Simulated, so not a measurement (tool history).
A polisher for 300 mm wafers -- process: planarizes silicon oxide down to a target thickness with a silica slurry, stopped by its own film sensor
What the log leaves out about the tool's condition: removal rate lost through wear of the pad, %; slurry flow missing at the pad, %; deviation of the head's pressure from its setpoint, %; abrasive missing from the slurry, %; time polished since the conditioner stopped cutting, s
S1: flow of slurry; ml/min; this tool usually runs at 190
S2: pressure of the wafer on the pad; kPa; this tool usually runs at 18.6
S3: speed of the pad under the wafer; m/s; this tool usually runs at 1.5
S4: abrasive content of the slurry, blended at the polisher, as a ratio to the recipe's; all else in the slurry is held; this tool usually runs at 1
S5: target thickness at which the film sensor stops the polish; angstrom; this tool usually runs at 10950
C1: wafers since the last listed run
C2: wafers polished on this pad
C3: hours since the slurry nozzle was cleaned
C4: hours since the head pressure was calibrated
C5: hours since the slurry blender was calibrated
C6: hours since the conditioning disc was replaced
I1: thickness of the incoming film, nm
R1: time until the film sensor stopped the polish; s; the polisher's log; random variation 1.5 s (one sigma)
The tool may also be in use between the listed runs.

{"run": 1, "hour": 0.0, "S1": 190, "S2": 18.6, "S3": 1.5, "S4": 1, "S5": 10950, "C1": 0, "C2": 211, "C3": 213.9, "C4": 308, "C5": 252.9, "C6": 15.5, "I1": 1390.4, "R1": 114.6}
{"run": 2, "hour": 18.1, "S1": 210, "S2": 18.6, "S3": 1.5, "S4": 1, "S5": 10950, "C1": 192, "C2": 403, "C3": 232, "C4": 326.1, "C5": 271, "C6": 33.6, "I1": 1401.2, "R1": 119}
{"run": 3, "hour": 30.6, "S1": 190, "S2": 18.6, "S3": 1.5, "S4": 0.8, "S5": 10950, "C1": 132, "C2": 535, "C3": 244.5, "C4": 338.6, "C5": 283.5, "C6": 46.1, "I1": 1413.3, "R1": 132.6}
{"run": 4, "hour": 54.3, "S1": 190, "S2": 18.6, "S3": 1.5, "S4": 0.8, "S5": 10950, "C1": 251, "C2": 787, "C3": 268.2, "C4": 362.3, "C5": 307.2, "C6": 69.8, "I1": 1386.5, "R1": 120.4}
{"run": 5, "hour": 68.1, "S1": 160, "S2": 18.6, "S3": 1.5, "S4": 1, "S5": 10950, "C1": 146, "C2": 933, "C3": 282, "C4": 376.1, "C5": 321, "C6": 83.6, "I1": 1387.5, "R1": 121.8}
{"run": 6, "hour": 85.8, "S1": 160, "S2": 18.6, "S3": 1.5, "S4": 1, "S5": 10950, "C1": 187, "C2": 1121, "C3": 299.7, "C4": 393.8, "C5": 338.7, "C6": 101.3, "I1": 1384, "R1": 119.3}
{"run": 7, "hour": 105.4, "S1": 160, "S2": 18.6, "S3": 1.5, "S4": 1, "S5": 10950, "C1": 208, "C2": 1329, "C3": 319.3, "C4": 413.4, "C5": 358.3, "C6": 120.9, "I1": 1415.2, "R1": 130.7}
{"run": 8, "hour": 123.9, "S1": 190, "S2": 18.6, "S3": 1.5, "S4": 1, "S5": 10950, "C1": 196, "C2": 1526, "C3": 337.8, "C4": 431.9, "C5": 376.8, "C6": 139.4, "I1": 1388.3, "R1": 117.8}
{"run": 9, "hour": 146.6, "S1": 190, "S2": 18.6, "S3": 1.84, "S4": 0.75, "S5": 10400, "C1": 240, "C2": 1767, "C3": 360.5, "C4": 454.6, "C5": 399.5, "C6": 162.1, "I1": 1376.7, "R1": 124.5}
{"run": 10, "hour": 174.1, "S1": 240, "S2": 21.4, "S3": 1.5, "S4": 1, "S5": 10950, "C1": 291, "C2": 2059, "C3": 388, "C4": 482.1, "C5": 427, "C6": 189.6, "I1": 1392.9, "R1": 100.8}
{"hour": 200.6, "done": "slurry blender recalibrated"}
{"hour": 202.1, "done": "worn pad replaced by a new one"}
{"run": 11, "hour": 206.8, "S1": 160, "S2": 18.6, "S3": 1.5, "S4": 1, "S5": 10950, "C1": 309, "C2": 50, "C3": 420.7, "C4": 514.8, "C5": 6.2, "C6": 222.3, "I1": 1397.8, "R1": 127.3}
{"hour": 213.2, "done": "slurry nozzle cleaned"}
{"run": 12, "hour": 222.2, "S1": 190, "S2": 18.6, "S3": 1.5, "S4": 1, "S5": 10950, "C1": 152, "C2": 202, "C3": 9, "C4": 530.2, "C5": 21.6, "C6": 237.7, "I1": 1402, "R1": 123.1}
{"run": 13, "hour": 243.1, "S1": 190, "S2": 15.9, "S3": 1.5, "S4": 1, "S5": 10950, "C1": 221, "C2": 424, "C3": 29.9, "C4": 551.1, "C5": 42.5, "C6": 258.6, "I1": 1409.6, "R1": 148.3}
{"run": 14, "hour": 266.6, "S1": 190, "S2": 15.9, "S3": 1.34, "S4": 1, "S5": 10950, "C1": 249, "C2": 674, "C3": 53.4, "C4": 574.6, "C5": 66, "C6": 282.1, "I1": 1396.7, "R1": 151.1}
{"run": 15, "hour": 297.7, "S1": 245, "S2": 22.1, "S3": 1.3, "S4": 1, "S5": 10110, "C1": 330, "C2": 1004, "C3": 84.5, "C4": 605.7, "C5": 97.1, "C6": 313.2, "I1": 1397.7, "R1": 152.1}
{"run": 16, "hour": 331.0, "S1": 190, "S2": 18.6, "S3": 1.5, "S4": 1, "S5": 10950, "C1": 353, "C2": 1357, "C3": 117.8, "C4": 639, "C5": 130.4, "C6": 346.5, "I1": 1406.2, "R1": 130.2}
{"hour": 395.6, "done": "head pressure recalibrated"}
{"hour": 414.9, "done": "worn pad replaced by a new one"}
{"run": 17, "hour": 418.6, "S1": 230, "S2": 22.8, "S3": 1.3, "S4": 1.1, "S5": 10950, "C1": 866, "C2": 39, "C3": 205.4, "C4": 23, "C5": 218, "C6": 434.1, "I1": 1378.4, "R1": 107.6}
{"hour": 436.7, "done": "conditioning disc replaced and pad reconditioned"}
{"run": 18, "hour": 438.0, "S1": 150, "S2": 18.6, "S3": 1.5, "S4": 1, "S5": 11370, "C1": 184, "C2": 223, "C3": 224.8, "C4": 42.4, "C5": 237.4, "C6": 1.3, "I1": 1382.2, "R1": 102.3}
{"run": 19, "hour": 470.9, "S1": 140, "S2": 13.1, "S3": 1.5, "S4": 1, "S5": 11560, "C1": 349, "C2": 573, "C3": 257.7, "C4": 75.3, "C5": 270.3, "C6": 34.2, "I1": 1412.6, "R1": 148.3}
{"run": 20, "hour": 502.0, "S1": 230, "S2": 22.8, "S3": 1.3, "S4": 1.1, "S5": 10950, "C1": 330, "C2": 903, "C3": 288.8, "C4": 106.4, "C5": 301.4, "C6": 65.3, "I1": 1423.4, "R1": 113.1}
{"run": 21, "hour": 536.1, "S1": 190, "S2": 16.5, "S3": 1.32, "S4": 0.85, "S5": 9900, "C1": 361, "C2": 1265, "C3": 322.9, "C4": 140.5, "C5": 335.5, "C6": 99.4, "I1": 1427.8, "R1": 225}
{"hour": 561.2, "done": "slurry blender recalibrated"}
{"run": 22, "hour": 567.5, "S1": 190, "S2": 18.6, "S3": 1.5, "S4": 1, "S5": 10950, "C1": 312, "C2": 1577, "C3": 354.3, "C4": 171.9, "C5": 6.3, "C6": 130.8, "I1": 1426.8, "R1": 132.4}
{"run": 23, "hour": 584.2, "S1": 225, "S2": 16.5, "S3": 1.06, "S4": 1, "S5": 11680, "C1": 177, "C2": 1754, "C3": 371, "C4": 188.6, "C5": 23, "C6": 147.5, "I1": 1398.9, "R1": 131.4}
{"hour": 602.2, "done": "worn pad replaced by a new one"}
{"run": 24, "hour": 618.4, "S1": 220, "S2": 23.4, "S3": 1.5, "S4": 1, "S5": 10560, "C1": 320, "C2": 172, "C3": 405.2, "C4": 222.8, "C5": 57.2, "C6": 181.7, "I1": 1390.4, "R1": 107.9}
{"run": 25, "hour": 644.6, "S1": 190, "S2": 18.6, "S3": 1.76, "S4": 1.2, "S5": 11730, "C1": 278, "C2": 450, "C3": 431.4, "C4": 249, "C5": 83.4, "C6": 207.9, "I1": 1430.1, "R1": 87.6}
{"run": 26, "hour": 678.6, "S1": 230, "S2": 24.1, "S3": 1.5, "S4": 1.1, "S5": 11520, "C1": 360, "C2": 811, "C3": 465.4, "C4": 283, "C5": 117.4, "C6": 241.9, "I1": 1407, "R1": 77.7}

Each row is a separate what-if for the run after 26, all from the same tool condition, not one after another. Results?
{"run": "A", "hour": 679.1, "S1": 190, "S2": 18.6, "S3": 1.5, "S4": 1, "S5": 10950, "C1": 5, "C2": 816, "C3": 465.9, "C4": 283.5, "C5": 117.9, "C6": 242.4, "I1": 1406.2, "R1": "?"}
{"run": "B", "hour": 679.1, "S1": 190, "S2": 14.5, "S3": 1.5, "S4": 1, "S5": 11460, "C1": 5, "C2": 816, "C3": 465.9, "C4": 283.5, "C5": 117.9, "C6": 242.4, "I1": 1406.2, "R1": "?"}
{"run": "C", "hour": 679.1, "S1": 190, "S2": 23.4, "S3": 1.5, "S4": 0.85, "S5": 11610, "C1": 5, "C2": 816, "C3": 465.9, "C4": 283.5, "C5": 117.9, "C6": 242.4, "I1": 1406.2, "R1": "?"}

run=A R1=128.8
run=B R1=134.3
run=C R1=86.4
Without the tool's unlogged condition, the same runs would have read:
run=A R1=122.5
run=B R1=129
run=C R1=81.4
